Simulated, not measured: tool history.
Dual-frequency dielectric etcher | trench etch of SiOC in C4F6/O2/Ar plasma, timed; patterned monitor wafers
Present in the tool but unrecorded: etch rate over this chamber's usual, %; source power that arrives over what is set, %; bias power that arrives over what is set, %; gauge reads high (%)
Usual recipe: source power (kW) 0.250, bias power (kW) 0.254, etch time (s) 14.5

| run | hour | source power (kW) | bias power (kW) | etch time (s) | wafers since the last listed run | hours since the last wet clean | hours since the last source power generator calibration | hours since the last bias power generator calibration | hours since the last upper electrode change | hours since the gauge calibration | read-back reference wafer on the same gauge, depth_nm | mean etch depth across the wafer (Å) |
|---|---|---|---|---|---|---|---|---|---|---|---|---|
| 1 | 0.0 | 0.220 | 0.241 | 14.5 | 0 | 65.9 | 263.6 | 3581.5 | 5344.6 | 869.1 | 23.89 | 245.4 |
| 2 | 72.3 | 0.220 | 0.241 | 14.5 | 1548 | 138.2 | 335.9 | 3653.8 | 5416.9 | 941.4 | 23.92 | 244.6 |
|  | 153.7 | gauge calibrated |
| 3 | 159.2 | 0.220 | 0.241 | 14.5 | 1860 | 225.1 | 422.8 | 3740.7 | 5503.8 | 5.5 | 23.91 | 243.7 |
| 4 | 226.3 | 0.300 | 0.254 | 14.5 | 1436 | 292.2 | 489.9 | 3807.8 | 5570.9 | 72.6 | 23.91 | 281.3 |
| 5 | 292.5 | 0.300 | 0.254 | 14.5 | 1417 | 358.4 | 556.1 | 3874.0 | 5637.1 | 138.8 | 23.90 | 279.8 |
| 6 | 370.7 | 0.300 | 0.254 | 14.5 | 1674 | 436.6 | 634.3 | 3952.2 | 5715.3 | 217.0 | 23.93 | 279.6 |
|  | 410.2 | wet clean of the chamber |
| 7 | 410.7 | 0.250 | 0.254 | 14.5 | 342 | 0.5 | 674.3 | 3992.2 | 5755.3 | 257.0 | 23.90 | 255.2 |
| 8 | 510.7 | 0.250 | 0.254 | 14.5 | 2141 | 100.5 | 774.3 | 4092.2 | 5855.3 | 357.0 | 23.89 | 253.2 |
| 9 | 550.4 | 0.250 | 0.236 | 14.5 | 850 | 140.2 | 814.0 | 4131.9 | 5895.0 | 396.7 | 23.89 | 248.1 |
| 10 | 635.1 | 0.230 | 0.254 | 11.5 | 1813 | 224.9 | 898.7 | 4216.6 | 5979.7 | 481.4 | 23.89 | 193.3 |
| 11 | 677.1 | 0.230 | 0.254 | 11.5 | 899 | 266.9 | 940.7 | 4258.6 | 6021.7 | 523.4 | 23.89 | 192.4 |
|  | 702.0 | wet clean of the chamber, repeated, since the last time left the tool worse |
| 12 | 760.6 | 0.250 | 0.254 | 14.5 | 1274 | 58.6 | 1024.2 | 4342.1 | 6105.2 | 606.9 | 23.91 | 264.3 |
| 13 | 833.4 | 0.290 | 0.254 | 14.5 | 1559 | 131.4 | 1097.0 | 4414.9 | 6178.0 | 679.7 | 23.89 | 278.9 |
| 14 | 891.4 | 0.250 | 0.237 | 14.5 | 1242 | 189.4 | 1155.0 | 4472.9 | 6236.0 | 737.7 | 23.92 | 256.4 |
| 15 | 933.4 | 0.250 | 0.217 | 14.5 | 899 | 231.4 | 1197.0 | 4514.9 | 6278.0 | 779.7 | 23.91 | 249.9 |
|  | 979.7 | bias power generator calibrated |
|  | 993.6 | upper electrode replaced |
| 16 | 994.1 | 0.220 | 0.317 | 18.0 | 915 | 292.1 | 1257.7 | 14.4 | 0.5 | 840.4 | 23.90 | 330.0 |
| 17 | 1058.7 | 0.250 | 0.254 | 14.5 | 1383 | 356.7 | 1322.3 | 79.0 | 65.1 | 905.0 | 23.91 | 260.8 |
| 18 | 1118.3 | 0.250 | 0.200 | 14.5 | 1276 | 416.3 | 1381.9 | 138.6 | 124.7 | 964.6 | 23.89 | 240.9 |
| 19 | 1160.0 | 0.210 | 0.297 | 14.5 | 893 | 458.0 | 1423.6 | 180.3 | 166.4 | 1006.3 | 23.92 | 252.4 |
|  | 1237.9 | wet clean of the chamber |
|  | 1289.8 | source power generator calibrated |
|  | 1302.1 | gauge calibrated |
| 20 | 1406.7 | 0.250 | 0.254 | 14.5 | 4683 | 168.8 | 116.9 | 427.0 | 413.1 | 104.6 | 23.91 | 261.6 |
| 21 | 1468.2 | 0.290 | 0.194 | 14.5 | 1317 | 230.3 | 178.4 | 488.5 | 474.6 | 166.1 | 23.89 | 256.1 |
| 22 | 1528.9 | 0.220 | 0.254 | 16.0 | 1299 | 291.0 | 239.1 | 549.2 | 535.3 | 226.8 | 23.91 | 272.6 |
| 23 | 1635.7 | 0.250 | 0.225 | 11.0 | 2287 | 397.8 | 345.9 | 656.0 | 642.1 | 333.6 | 23.90 | 189.4 |
|  | 1664.4 | wet clean of the chamber |
| 24 | 1682.1 | 0.250 | 0.254 | 14.5 | 479 | 17.7 | 392.3 | 702.4 | 688.5 | 380.0 | 23.92 | 263.3 |
| 25 | 1724.8 | 0.250 | 0.254 | 16.0 | 914 | 60.4 | 435.0 | 745.1 | 731.2 | 422.7 | 23.92 | 291.0 |

What would each run have given without the hidden state, its run-to-run variation left as it was?
| run | mean etch depth across the wafer (Å) |
|---|---|
| 1 | 246.3 |
| 2 | 246.3 |
| 3 | 246.5 |
| 4 | 285.4 |
| 5 | 284.8 |
| 6 | 285.7 |
| 7 | 265.0 |
| 8 | 264.2 |
| 9 | 259.5 |
| 10 | 203.0 |
| 11 | 202.5 |
| 12 | 265.2 |
| 13 | 280.8 |
| 14 | 259.0 |
| 15 | 252.9 |
| 16 | 334.9 |
| 17 | 265.5 |
| 18 | 246.0 |
| 19 | 258.3 |
| 20 | 264.0 |
| 21 | 259.3 |
| 22 | 276.7 |
| 23 | 193.3 |
| 24 | 263.9 |
| 25 | 292.2 |
